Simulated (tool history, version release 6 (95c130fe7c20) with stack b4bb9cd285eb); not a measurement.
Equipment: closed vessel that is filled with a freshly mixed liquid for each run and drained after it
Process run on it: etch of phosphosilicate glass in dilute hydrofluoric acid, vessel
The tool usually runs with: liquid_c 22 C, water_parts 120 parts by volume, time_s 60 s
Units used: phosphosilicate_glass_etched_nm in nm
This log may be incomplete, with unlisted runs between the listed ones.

run     day  liquid_c  water_parts  time_s  wafers since the last listed run  hours since the thermometer was replaced  hours since the hydrofluoric acid flow meter was replaced  hours since the gauge calibration  read-back film thickness of the phosphosilicate glass reference wafer, read on the same gauge (nm)  phosphosilicate_glass_etched_nm
  1       0        22          120      60                                 0                                    2367.2                                                      877.9                              106.6                                                                                              100.01                            62.64
  2   1.729        22          120      60                              3627                                    2408.7                                                      919.4                              148.1                                                                                               99.98                            62.02
  3   4.379        22          120      60                              5560                                    2472.3                                                        983                              211.7                                                                                               99.99                            61.71
  4   5.817        22          120      60                              3016                                    2506.8                                                     1017.5                              246.2                                                                                               99.97                            62.32
  5   8.662        22          120      40                              5970                                    2575.1                                                     1085.8                              314.5                                                                                               99.99                            40.91
  6  10.671        22          120      40                              4213                                    2623.3                                                       1134                              362.7                                                                                              100.01                            40.95
  7      12        22          120      60                              2788                                    2655.2                                                     1165.9                              394.6                                                                                               99.99                            62.57
  8  13.179        22          120      35                              2474                                    2683.5                                                     1194.2                              422.9                                                                                               99.99                            36.04
  9  15.938        22          120      35                              5787                                    2749.7                                                     1260.4                              489.1                                                                                                 100                            36.27
 10  18.817        22          120      60                              6040                                    2818.8                                                     1329.5                              558.2                                                                                              100.01                            60.27
 11  21.288        22          120      60                              5184                                    2878.1                                                     1388.8                              617.5                                                                                               99.99                            60.33
 12  22.338        22          120      60                              2203                                    2903.3                                                       1414                              642.7                                                                                              100.01                            61.43
 13  24.129        22          120      60                              3759                                    2946.3                                                       1457                              685.7                                                                                               99.99                            60.43
 14  25.529        22          120      60                              2937                                    2979.9                                                     1490.6                              719.3                                                                                                 100                            59.64
     26.421  -- gauge calibrated
 15  26.796      24.5          120      40                              2657                                    3010.3                                                       1521                                  9                                                                                              100.01                             44.1
 16  29.388        22          120      60                              5437                                    3072.5                                                     1583.2                               71.2                                                                                              100.02                            59.44
     30.396  -- thermometer replaced
 17    30.7        22           70      75                              2666                                       7.3                                                     1614.7                              102.7                                                                                               99.99                           147.69
 18  33.062      17.5          150      50                              4956                                        64                                                     1671.4                              159.4                                                                                                 100                            34.72
 19  35.454        22          120      60                              5018                                     121.4                                                     1728.8                              216.8                                                                                              100.01                            63.85
     35.575  -- hydrofluoric acid flow meter replaced
 20  37.538        22          120      85                              4283                                     171.4                                                       47.1                              266.8                                                                                                 100                            98.42
 21  38.567      26.5          155      60                              2159                                     196.1                                                       71.8                              291.5                                                                                                 100                            61.04
 22  41.029        22          120      60                              5166                                     255.2                                                      130.9                              350.6                                                                                              100.01                            69.54
 23  43.175        20          120      80                              4502                                     306.7                                                      182.4                              402.1                                                                                               99.99                            84.87
 24  44.904      18.5          120      30                              3627                                     348.2                                                      223.9                              443.6                                                                                              100.01                            29.92
 25      46      20.5           75      50                              2299                                     374.5                                                      250.2                              469.9                                                                                                 100                            92.67
 26  48.442      20.5          120      85                              5122                                     433.1                                                      308.8                              528.5                                                                                              100.01                            89.97
 27  51.358      20.5          105      40                              6119                                     503.1                                                      378.8                              598.5                                                                                                 100                            49.43

Branching from run 27: 3 alternative next runs. What would each branch give?
  A  51.388        22          120      50                                61                                     503.8                                                      379.5                              599.2                                                                                                   ?                                ?
  B  51.388        22           90      35                                61                                     503.8                                                      379.5                              599.2                                                                                                   ?                                ?
  C  51.388      25.5          120      90                                61                                     503.8                                                      379.5                              599.2                                                                                                   ?                                ?

run  read-back film thickness of the phosphosilicate glass reference wafer, read on the same gauge (nm)  phosphosilicate_glass_etched_nm
  A                                                                                               99.97                            57.07
  B                                                                                               99.97                            55.17
  C                                                                                               99.97                           117.84
Without the tool's hidden state the same runs would have given:
run  phosphosilicate_glass_etched_nm
  A                            59.29
  B                             57.3
  C                           122.38
